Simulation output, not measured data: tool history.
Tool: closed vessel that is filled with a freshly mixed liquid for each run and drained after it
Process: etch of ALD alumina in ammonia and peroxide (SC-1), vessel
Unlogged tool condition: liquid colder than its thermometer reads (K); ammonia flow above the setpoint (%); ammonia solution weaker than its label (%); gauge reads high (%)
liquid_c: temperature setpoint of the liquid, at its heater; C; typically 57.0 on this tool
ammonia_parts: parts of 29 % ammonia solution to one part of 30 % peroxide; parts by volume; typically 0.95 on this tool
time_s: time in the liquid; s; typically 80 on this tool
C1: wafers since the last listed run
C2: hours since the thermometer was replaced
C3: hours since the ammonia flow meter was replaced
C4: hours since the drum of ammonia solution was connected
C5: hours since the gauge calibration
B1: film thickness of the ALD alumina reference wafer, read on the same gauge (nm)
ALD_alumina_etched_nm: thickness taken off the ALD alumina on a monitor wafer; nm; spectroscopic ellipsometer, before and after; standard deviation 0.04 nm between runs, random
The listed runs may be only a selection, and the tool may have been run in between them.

Run 1, hour 0.0: usual settings; C1 0; C2 1185.6; C3 1313.2; C4 461.9; C5 1249.4; B1 109.99. Result: ALD_alumina_etched_nm 6.82 nm.
At hour 55.4: new drum of ammonia solution connected.
Run 2, hour 67.7: usual settings; C1 6985; C2 1253.3; C3 1380.9; C4 12.3; C5 1317.1; B1 110.02. Result: ALD_alumina_etched_nm 6.82 nm.
Run 3, hour 144.0: usual settings; C1 7991; C2 1329.6; C3 1457.2; C4 88.6; C5 1393.4; B1 109.99. Result: ALD_alumina_etched_nm 6.79 nm.
Run 4, hour 181.8: usual settings but liquid_c 54.5 C; C1 3959; C2 1367.4; C3 1495.0; C4 126.4; C5 1431.2; B1 109.99. Result: ALD_alumina_etched_nm 5.96 nm.
Run 5, hour 248.6: usual settings but liquid_c 54.5 C; C1 6996; C2 1434.2; C3 1561.8; C4 193.2; C5 1498.0; B1 110.00. Result: ALD_alumina_etched_nm 5.95 nm.
Run 6, hour 347.5: usual settings; C1 10358; C2 1533.1; C3 1660.7; C4 292.1; C5 1596.9; B1 109.99. Result: ALD_alumina_etched_nm 6.78 nm.
At hour 354.3: ammonia flow meter replaced.
Run 7, hour 400.8: usual settings; C1 5477; C2 1586.4; C3 46.5; C4 345.4; C5 1650.2; B1 110.01. Result: ALD_alumina_etched_nm 6.75 nm.
Run 8, hour 493.7: usual settings but time_s 45 s; C1 9730; C2 1679.3; C3 139.4; C4 438.3; C5 1743.1; B1 109.99. Result: ALD_alumina_etched_nm 3.81 nm.
At hour 574.0: new drum of ammonia solution connected.
Run 9, hour 590.4: usual settings but time_s 45 s; C1 10023; C2 1776.0; C3 236.1; C4 16.4; C5 1839.8; B1 110.01. Result: ALD_alumina_etched_nm 3.74 nm.
Run 10, hour 646.9: usual settings but time_s 45 s; C1 5917; C2 1832.5; C3 292.6; C4 72.9; C5 1896.3; B1 110.00. Result: ALD_alumina_etched_nm 3.77 nm.
Run 11, hour 700.8: usual settings but liquid_c 52.0 C, time_s 105 s; C1 5645; C2 1886.4; C3 346.5; C4 126.8; C5 1950.2; B1 109.97. Result: ALD_alumina_etched_nm 6.80 nm.
Run 12, hour 759.2: usual settings but liquid_c 66.0 C; C1 6116; C2 1944.8; C3 404.9; C4 185.2; C5 2008.6; B1 110.00. Result: ALD_alumina_etched_nm 10.64 nm.
Run 13, hour 852.4: usual settings but liquid_c 66.0 C, ammonia_parts 1.20 parts by volume, time_s 110 s; C1 9761; C2 2038.0; C3 498.1; C4 278.4; C5 2101.8; B1 110.03. Result: ALD_alumina_etched_nm 14.72 nm.
At hour 918.9: gauge calibrated.
Run 14, hour 929.6: usual settings but time_s 105 s; C1 8085; C2 2115.2; C3 575.3; C4 355.6; C5 10.7; B1 110.00. Result: ALD_alumina_etched_nm 8.74 nm.
Run 15, hour 1012.9: usual settings but liquid_c 62.0 C, ammonia_parts 0.80 parts by volume, time_s 35 s; C1 8724; C2 2198.5; C3 658.6; C4 438.9; C5 94.0; B1 109.99. Result: ALD_alumina_etched_nm 3.71 nm.
At hour 1058.2: new drum of ammonia solution connected.
Run 16, hour 1087.2: usual settings but ammonia_parts 0.60 parts by volume; C1 7677; C2 2272.8; C3 732.9; C4 29.0; C5 168.3; B1 110.00. Result: ALD_alumina_etched_nm 6.36 nm.
Run 17, hour 1167.1: usual settings; C1 8368; C2 2352.7; C3 812.8; C4 108.9; C5 248.2; B1 110.00. Result: ALD_alumina_etched_nm 6.64 nm.
At hour 1206.8: thermometer replaced.
Run 18, hour 1267.4: usual settings; C1 10400; C2 60.6; C3 913.1; C4 209.2; C5 348.5; B1 109.99. Result: ALD_alumina_etched_nm 7.00 nm.
Run 19, hour 1408.9: usual settings but liquid_c 53.0 C; C1 14820; C2 202.1; C3 1054.6; C4 350.7; C5 490.0; B1 110.00. Result: ALD_alumina_etched_nm 5.65 nm.
Run 20, hour 1508.9: usual settings but time_s 105 s; C1 10473; C2 302.1; C3 1154.6; C4 450.7; C5 590.0; B1 110.01. Result: ALD_alumina_etched_nm 9.15 nm.
At hour 1544.4: new drum of ammonia solution connected.
Run 21, hour 1584.6: usual settings but liquid_c 61.5 C, ammonia_parts 1.20 parts by volume; C1 7823; C2 377.8; C3 1230.3; C4 40.2; C5 665.7; B1 109.98. Result: ALD_alumina_etched_nm 8.90 nm.
Run 22, hour 1650.0: usual settings but ammonia_parts 1.20 parts by volume; C1 6849; C2 443.2; C3 1295.7; C4 105.6; C5 731.1; B1 109.99. Result: ALD_alumina_etched_nm 7.06 nm.
Run 23, hour 1722.3: usual settings but liquid_c 47.5 C, ammonia_parts 1.20 parts by volume, time_s 120 s; C1 7572; C2 515.5; C3 1368.0; C4 177.9; C5 803.4; B1 110.00. Result: ALD_alumina_etched_nm 6.30 nm.
Run 24, hour 1789.8: usual settings but time_s 95 s; C1 7069; C2 583.0; C3 1435.5; C4 245.4; C5 870.9; B1 110.01. Result: ALD_alumina_etched_nm 8.17 nm.

Run 25 comes next. What will it give?
Run 25, hour 1854.0: usual settings but liquid_c 60.0 C, ammonia_parts 1.20 parts by volume, time_s 65 s; C1 6724; C2 647.2; C3 1499.7; C4 309.6; C5 935.1; B1 ?. Result: ALD_alumina_etched_nm ?.

Run 25 gave B1 110.01, ALD_alumina_etched_nm 6.62 nm.
The same run, on a tool lacking any hidden state, would have yielded ALD_alumina_etched_nm 6.81 nm.
